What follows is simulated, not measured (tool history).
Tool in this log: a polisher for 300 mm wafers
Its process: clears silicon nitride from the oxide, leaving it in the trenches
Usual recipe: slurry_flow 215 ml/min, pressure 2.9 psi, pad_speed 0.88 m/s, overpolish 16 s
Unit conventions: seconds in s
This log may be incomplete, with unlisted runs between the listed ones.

run,hour,slurry_flow,pressure,pad_speed,overpolish,"incoming thickness of the incoming film, nm",seconds
1,0,215,2.9,0.88,16,91,131.6
# hour 21.2: slurry nozzle cleaned
2,58.2,215,2.9,0.88,16,91,121.5
# hour 94.8: worn pad replaced by a new one
3,156.3,215,2.9,0.88,16,90.8,125.6
4,242.6,215,2.9,1.02,13,90.6,109.4
5,321.5,215,2.9,1.02,13,90.4,111.6
6,395.5,215,2.9,1.02,13,90.2,112.5
7,465.1,215,2.9,0.88,16,89.9,130.9
8,550.6,215,2.9,0.88,16,89.8,135.1
# hour 558.1: worn pad replaced by a new one
# hour 562.4: head pressure recalibrated
# hour 589.8: slurry nozzle cleaned
9,642.8,215,2.9,0.78,16,88.9,135.3
10,710.4,215,2.9,0.78,16,89.9,138.6
11,807,195,2.6,0.88,16,89.9,139.8
12,1052.7,195,2.6,0.88,16,90.9,151.6
# hour 1083.6: worn pad replaced by a new one
13,1139.7,185,2.9,1.16,16,90,105.3
# hour 1321.4: head pressure recalibrated
# hour 1355.3: slurry nozzle cleaned
14,1397.9,215,2.4,0.88,7,88.4,144.2
15,1469.6,160,2.1,0.88,21,90,177.8
16,1521,180,3.4,1.02,9,90,92.5
# hour 1540.6: worn pad replaced by a new one
17,1596.5,215,3.8,0.88,16,91.3,96.3
18,1695.5,215,2.9,0.74,16,90.5,148.7
19,1773.3,215,2.9,0.88,19,91,130.6
20,1854.5,185,3.3,0.88,21,89.5,117.6
21,1936.7,215,2.9,0.78,16,91,153.1
# hour 1984.7: head pressure recalibrated
# hour 1992.2: slurry nozzle cleaned
# hour 2053.4: worn pad replaced by a new one
22,2216.5,215,2.9,0.88,16,90.6,122.2
23,2265.6,215,2.9,1,16,89.4,107.9
24,2327.5,215,2.9,0.88,24,91.6,129.3

Below are 5 alternative next runs, each starting from the tool's condition after run 24. Predict each:
A,2328,215,2.9,0.64,16,89.7,?
B,2328,175,3.6,0.88,24,89.7,?
C,2328,185,3.5,0.88,12,89.7,?
D,2328,240,2.9,0.88,16,89.7,?
E,2328,215,2.1,0.88,11,89.7,?

run,seconds
A,171.5
B,104.5
C,106.3
D,122.5
E,172.2
The same runs, with their run-to-run variation unchanged, on a tool lacking any hidden condition would have given:
run,seconds
A,161.7
B,97.8
C,99.6
D,116
E,162.4
